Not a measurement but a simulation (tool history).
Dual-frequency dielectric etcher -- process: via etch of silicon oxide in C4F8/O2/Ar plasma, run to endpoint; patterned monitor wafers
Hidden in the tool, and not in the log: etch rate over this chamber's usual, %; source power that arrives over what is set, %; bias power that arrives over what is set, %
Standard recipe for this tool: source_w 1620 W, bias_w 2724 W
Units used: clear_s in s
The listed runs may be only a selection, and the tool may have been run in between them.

run   hour  source_w  bias_w  wafers since the last listed run  hours since the last wet clean  hours since the last source power generator calibration  hours since the last bias power generator calibration  hours since the last upper electrode change  incoming incoming film thickness, nm  clear_s
  1    0.0      1380    2724                                 0                           208.2                                                   1339.6                                                 2552.3                                       4449.9                                1022.5    200.5
  2   12.8      1620    3039                                54                           221.0                                                   1352.4                                                 2565.1                                       4462.7                                1005.5    181.2
  3   33.3      1620    3039                                86                           241.5                                                   1372.9                                                 2585.6                                       4483.2                                1027.9    184.8
  4   52.5      1620    3039                                81                           260.7                                                   1392.1                                                 2604.8                                       4502.4                                1018.6    184.1
  5   76.5      1620    2724                               101                           284.7                                                   1416.1                                                 2628.8                                       4526.4                                1020.7    192.4
  6  108.6      1620    2569                               135                           316.8                                                   1448.2                                                 2660.9                                       4558.5                                1018.7    196.5
  7  137.1      1620    2724                               120                           345.3                                                   1476.7                                                 2689.4                                       4587.0                                1017.1    194.7
  8  150.6      1620    2724                                56                           358.8                                                   1490.2                                                 2702.9                                       4600.5                                1012.6    192.8
     175.3  -- bias power generator calibrated
     203.2  -- wet clean of the chamber
  9  203.7      1620    2724                               105                             0.5                                                   1543.3                                                   28.4                                       4653.6                                1019.5    185.4
 10  213.9      1950    2897                                43                            10.7                                                   1553.5                                                   38.6                                       4663.8                                1020.6    171.2
 11  246.3      1620    2724                               136                            43.1                                                   1585.9                                                   71.0                                       4696.2                                1017.3    186.7
 12  261.4      1260    2724                                63                            58.2                                                   1601.0                                                   86.1                                       4711.3                                1027.8    205.4
     290.8  -- upper electrode replaced
 13  295.3      1620    2724                                41                            92.1                                                   1634.9                                                  120.0                                          4.5                                1022.1    189.1
     300.8  -- source power generator calibrated
 14  319.6      1620    2724                                85                           116.4                                                     18.8                                                  144.3                                         28.8                                1025.9    190.7
 15  345.7      1300    2995                               110                           142.5                                                     44.9                                                  170.4                                         54.9                                1020.2    195.6
 16  360.1      1270    2378                                60                           156.9                                                     59.3                                                  184.8                                         69.3                                1012.4    214.7
 17  394.9      1950    2434                               146                           191.7                                                     94.1                                                  219.6                                        104.1                                1018.6    188.5
 18  418.9      1920    2122                               101                           215.7                                                    118.1                                                  243.6                                        128.1                                1017.0    198.6
 19  453.6      1820    2724                               146                           250.4                                                    152.8                                                  278.3                                        162.8                                1017.3    184.0

3 options for the next run, each taken on its own from the tool as it stands now. Forecast them:
  A  454.1      1920    2724                                 2                           250.9                                                    153.3                                                  278.8                                        163.3                                1026.0        ?
  B  454.1      1990    2345                                 2                           250.9                                                    153.3                                                  278.8                                        163.3                                1026.0        ?
  C  454.1      1420    2724                                 2                           250.9                                                    153.3                                                  278.8                                        163.3                                1026.0        ?

run  clear_s
  A    183.2
  B    192.3
  C    202.0
Take away the tool's hidden state, keep each run's random variation, and the runs would have read:
run  clear_s
  A    178.9
  B    187.7
  C    197.2
